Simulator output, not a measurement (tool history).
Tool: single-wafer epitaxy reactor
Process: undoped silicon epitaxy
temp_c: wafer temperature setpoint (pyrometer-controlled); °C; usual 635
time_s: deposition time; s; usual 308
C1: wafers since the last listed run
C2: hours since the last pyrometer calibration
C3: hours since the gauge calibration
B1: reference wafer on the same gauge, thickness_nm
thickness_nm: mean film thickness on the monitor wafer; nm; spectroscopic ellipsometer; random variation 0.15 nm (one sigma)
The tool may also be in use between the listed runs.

Run 1, hour 0.0: usual settings but time_s 268 s; C1 0; C2 994.1; C3 7.4; B1 36.227. Result: thickness_nm 35.572 nm.
Run 2, hour 23.2: usual settings but time_s 268 s; C1 120; C2 1017.3; C3 30.6; B1 36.219. Result: thickness_nm 35.688 nm.
Run 3, hour 53.2: usual settings; C1 155; C2 1047.3; C3 60.6; B1 36.194. Result: thickness_nm 40.865 nm.
Run 4, hour 65.5: usual settings; C1 63; C2 1059.6; C3 72.9; B1 36.185. Result: thickness_nm 41.193 nm.
Run 5, hour 80.9: usual settings; C1 79; C2 1075.0; C3 88.3; B1 36.219. Result: thickness_nm 41.044 nm.
Run 6, hour 111.8: usual settings but time_s 283 s; C1 160; C2 1105.9; C3 119.2; B1 36.230. Result: thickness_nm 37.731 nm.
Run 7, hour 135.5: usual settings but time_s 283 s; C1 122; C2 1129.6; C3 142.9; B1 36.213. Result: thickness_nm 37.914 nm.
Run 8, hour 234.1: usual settings but time_s 283 s; C1 511; C2 1228.2; C3 241.5; B1 36.221. Result: thickness_nm 37.603 nm.
Run 9, hour 264.4: usual settings but temp_c 644 °C; C1 157; C2 1258.5; C3 271.8; B1 36.269. Result: thickness_nm 51.593 nm.
Run 10, hour 278.0: usual settings but temp_c 644 °C; C1 70; C2 1272.1; C3 285.4; B1 36.167. Result: thickness_nm 51.831 nm.
Run 11, hour 311.6: usual settings but temp_c 638 °C, time_s 275 s; C1 174; C2 1305.7; C3 319.0; B1 36.205. Result: thickness_nm 39.577 nm.
At hour 350.0: pyrometer calibrated.
Run 12, hour 350.5: usual settings; C1 160; C2 0.5; C3 357.9; B1 36.219. Result: thickness_nm 32.501 nm.
Run 13, hour 423.7: usual settings but temp_c 640 °C; C1 379; C2 73.7; C3 431.1; B1 36.172. Result: thickness_nm 37.907 nm.
At hour 440.2: pyrometer calibrated, repeated, since the last time left the tool worse.
Run 14, hour 449.0: usual settings but temp_c 642 °C, time_s 328 s; C1 89; C2 8.8; C3 456.4; B1 36.180. Result: thickness_nm 48.265 nm.
At hour 452.4: gauge calibrated.
Run 15, hour 467.2: usual settings but temp_c 622 °C, time_s 268 s; C1 94; C2 27.0; C3 14.8; B1 36.216. Result: thickness_nm 23.544 nm.
Run 16, hour 502.2: usual settings but temp_c 646 °C, time_s 263 s; C1 181; C2 62.0; C3 49.8; B1 36.143. Result: thickness_nm 43.233 nm.
Run 17, hour 518.1: usual settings but temp_c 620 °C, time_s 289 s; C1 82; C2 77.9; C3 65.7; B1 36.209. Result: thickness_nm 24.309 nm.
Run 18, hour 537.2: usual settings but temp_c 649 °C, time_s 337 s; C1 99; C2 97.0; C3 84.8; B1 36.181. Result: thickness_nm 60.171 nm.
Run 19, hour 555.3: usual settings but temp_c 645 °C, time_s 266 s; C1 93; C2 115.1; C3 102.9; B1 36.170. Result: thickness_nm 42.809 nm.
Run 20, hour 576.4: usual settings but temp_c 628 °C; C1 109; C2 136.2; C3 124.0; B1 36.209. Result: thickness_nm 32.378 nm.
Run 21, hour 591.5: usual settings; C1 78; C2 151.3; C3 139.1; B1 36.220. Result: thickness_nm 38.987 nm.
Run 22, hour 611.8: usual settings but temp_c 630 °C; C1 105; C2 171.6; C3 159.4; B1 36.183. Result: thickness_nm 34.276 nm.
Run 23, hour 644.2: usual settings but temp_c 627 °C, time_s 357 s; C1 167; C2 204.0; C3 191.8; B1 36.171. Result: thickness_nm 37.237 nm.

How the hidden state differs across the entries between the runs, from the last listed run before each to the first after it:
Between runs 11 and 12: pyrometer calibrated (hour 350.0)
  wafer temperature above the value expected at the setpoint (K): 3.57 -> -5.5
  measured less the result without the state, thickness_nm: +3.423 -> -4.969 nm
Between runs 13 and 14: pyrometer calibrated, repeated, since the last time left the tool worse (hour 440.2)
  wafer temperature above the value expected at the setpoint (K): -4.87 -> 0.242
  measured less the result without the state, thickness_nm: -5.014 -> +0.293 nm
Between runs 14 and 15: gauge calibrated (hour 452.4)
  wafer temperature above the value expected at the setpoint (K): 0.242 -> 0.406
  measured less the result without the state, thickness_nm: +0.293 -> +0.252 nm
